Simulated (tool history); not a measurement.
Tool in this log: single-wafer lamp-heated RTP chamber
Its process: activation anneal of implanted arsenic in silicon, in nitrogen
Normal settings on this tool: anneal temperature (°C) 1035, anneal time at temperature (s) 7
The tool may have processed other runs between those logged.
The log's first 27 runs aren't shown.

run,day,anneal temperature (°C),anneal time at temperature (s),"read-back reference wafer on the same gauge, sheet resistance",sheet resistance of the implanted and annealed layer (ohm/square)
28,13.454,1025,7,293.19,298.78
29,13.804,1007,3,292.89,305.25
30,14.350,1050,7,293.05,295.01
# day 15.162: pyrometer window cleaned and pyrometer calibrated
31,15.183,1058,10,292.97,293.12
# day 15.250: gauge calibrated
32,15.362,1035,4,293.02,300.51
33,16.054,1035,7,293.00,297.98
34,16.600,1035,7,293.11,298.16
35,17.025,1035,7,293.05,299.18
36,17.679,1035,7,292.84,298.86

Alternative continuations, all from the tool just after run 36; predict every row:
A,17.696,1035,7,?,?
B,17.696,1035,9,?,?
C,17.696,1057,7,?,?
D,17.696,1022,7,?,?
E,17.696,1035,10,?,?

run,"read-back reference wafer on the same gauge, sheet resistance",sheet resistance of the implanted and annealed layer (ohm/square)
A,293.07,297.81
B,293.07,296.39
C,293.07,294.91
D,293.07,299.25
E,293.07,295.75
Without the tool's hidden state the same runs would have given:
run,sheet resistance of the implanted and annealed layer (ohm/square)
A,297.91
B,296.50
C,295.04
D,299.34
E,295.87

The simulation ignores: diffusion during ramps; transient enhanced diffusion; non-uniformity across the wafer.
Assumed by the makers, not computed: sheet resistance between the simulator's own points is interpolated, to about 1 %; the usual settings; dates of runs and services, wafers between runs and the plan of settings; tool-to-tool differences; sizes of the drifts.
